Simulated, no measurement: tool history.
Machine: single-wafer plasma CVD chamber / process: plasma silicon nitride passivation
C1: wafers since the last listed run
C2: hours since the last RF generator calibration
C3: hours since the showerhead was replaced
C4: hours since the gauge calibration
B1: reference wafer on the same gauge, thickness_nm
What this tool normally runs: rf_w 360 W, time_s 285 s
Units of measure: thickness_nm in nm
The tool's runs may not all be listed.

Run 1, hour 0: usual settings but rf_w 380 W; C1 0; C2 1726.9; C3 5521.2; C4 195.7; B1 330.406. Result: thickness_nm 338.345 nm.
Run 2, hour 18: usual settings; C1 163; C2 1744.9; C3 5539.2; C4 213.7; B1 330.969. Result: thickness_nm 332.284 nm.
Run 3, hour 48: usual settings; C1 272; C2 1774.9; C3 5569.2; C4 243.7; B1 330.6. Result: thickness_nm 333.321 nm.
Run 4, hour 79.9: usual settings; C1 289; C2 1806.8; C3 5601.1; C4 275.6; B1 330.198. Result: thickness_nm 332.555 nm.
Run 5, hour 115.9: usual settings but time_s 310 s; C1 327; C2 1842.8; C3 5637.1; C4 311.6; B1 329.022. Result: thickness_nm 361.24 nm.
Run 6, hour 151.8: usual settings but time_s 310 s; C1 326; C2 1878.7; C3 5673; C4 347.5; B1 329.792. Result: thickness_nm 361.539 nm.
Run 7, hour 183.2: usual settings but time_s 310 s; C1 285; C2 1910.1; C3 5704.4; C4 378.9; B1 330.216. Result: thickness_nm 360.829 nm.
At hour 243.3: showerhead replaced.
At hour 282.1: gauge calibrated.
Run 8, hour 286.3: usual settings; C1 864; C2 2013.2; C3 43; C4 4.2; B1 335.324. Result: thickness_nm 339.519 nm.
Run 9, hour 309.5: usual settings; C1 210; C2 2036.4; C3 66.2; C4 27.4; B1 334.475. Result: thickness_nm 336.653 nm.
Run 10, hour 330.4: usual settings; C1 189; C2 2057.3; C3 87.1; C4 48.3; B1 333.685. Result: thickness_nm 336.846 nm.
Run 11, hour 355.7: usual settings; C1 229; C2 2082.6; C3 112.4; C4 73.6; B1 332.147. Result: thickness_nm 336.055 nm.
Run 12, hour 373: usual settings but rf_w 385 W, time_s 254 s; C1 157; C2 2099.9; C3 129.7; C4 90.9; B1 331.725. Result: thickness_nm 306.086 nm.
Run 13, hour 400.9: usual settings but rf_w 425 W, time_s 258 s; C1 253; C2 2127.8; C3 157.6; C4 118.8; B1 331.585. Result: thickness_nm 319.761 nm.
Run 14, hour 414.7: usual settings; C1 125; C2 2141.6; C3 171.4; C4 132.6; B1 331.788. Result: thickness_nm 338.49 nm.
Run 15, hour 429.3: usual settings but rf_w 410 W, time_s 305 s; C1 132; C2 2156.2; C3 186; C4 147.2; B1 331.354. Result: thickness_nm 370.75 nm.
At hour 446.1: RF generator calibrated.
Run 16, hour 453.7: usual settings but rf_w 425 W, time_s 336 s; C1 149; C2 7.6; C3 210.4; C4 171.6; B1 331.36. Result: thickness_nm 414.267 nm.
Run 17, hour 487.6: usual settings but rf_w 315 W, time_s 270 s; C1 308; C2 41.5; C3 244.3; C4 205.5; B1 331.075. Result: thickness_nm 304.48 nm.
Run 18, hour 516.5: usual settings but time_s 310 s; C1 262; C2 70.4; C3 273.2; C4 234.4; B1 330.843. Result: thickness_nm 362.91 nm.
Run 19, hour 543.8: usual settings but rf_w 390 W, time_s 243 s; C1 248; C2 97.7; C3 300.5; C4 261.7; B1 330.208. Result: thickness_nm 291.918 nm.
Run 20, hour 577.3: usual settings; C1 304; C2 131.2; C3 334; C4 295.2; B1 330.652. Result: thickness_nm 332.163 nm.
Run 21, hour 592.5: usual settings; C1 138; C2 146.4; C3 349.2; C4 310.4; B1 329.164. Result: thickness_nm 332.5 nm.
Run 22, hour 608.2: usual settings but time_s 319 s; C1 142; C2 162.1; C3 364.9; C4 326.1; B1 329.608. Result: thickness_nm 372.068 nm.
Run 23, hour 621.2: usual settings but time_s 319 s; C1 118; C2 175.1; C3 377.9; C4 339.1; B1 330.522. Result: thickness_nm 374.775 nm.

Predict each of these 4 candidate next runs independently; none follows another, all start after run 23:
Run A, hour 621.7: usual settings; C1 4; C2 175.6; C3 378.4; C4 339.6; B1 ?. Result: thickness_nm ?.
Run B, hour 621.7: usual settings but time_s 231 s; C1 4; C2 175.6; C3 378.4; C4 339.6; B1 ?. Result: thickness_nm ?.
Run C, hour 621.7: usual settings but time_s 262 s; C1 4; C2 175.6; C3 378.4; C4 339.6; B1 ?. Result: thickness_nm ?.
Run D, hour 621.7: usual settings but rf_w 335 W, time_s 327 s; C1 4; C2 175.6; C3 378.4; C4 339.6; B1 ?. Result: thickness_nm ?.

run       B1  thickness_nm
  A  330.487       332.938
  B  330.487       269.855
  C  330.487       306.069
  D  330.487       373.425
The same runs, with their run-to-run variation unchanged, on a tool lacking any hidden condition would have given:
run  thickness_nm
  A        338.01
  B       273.966
  C       310.732
  D       379.114

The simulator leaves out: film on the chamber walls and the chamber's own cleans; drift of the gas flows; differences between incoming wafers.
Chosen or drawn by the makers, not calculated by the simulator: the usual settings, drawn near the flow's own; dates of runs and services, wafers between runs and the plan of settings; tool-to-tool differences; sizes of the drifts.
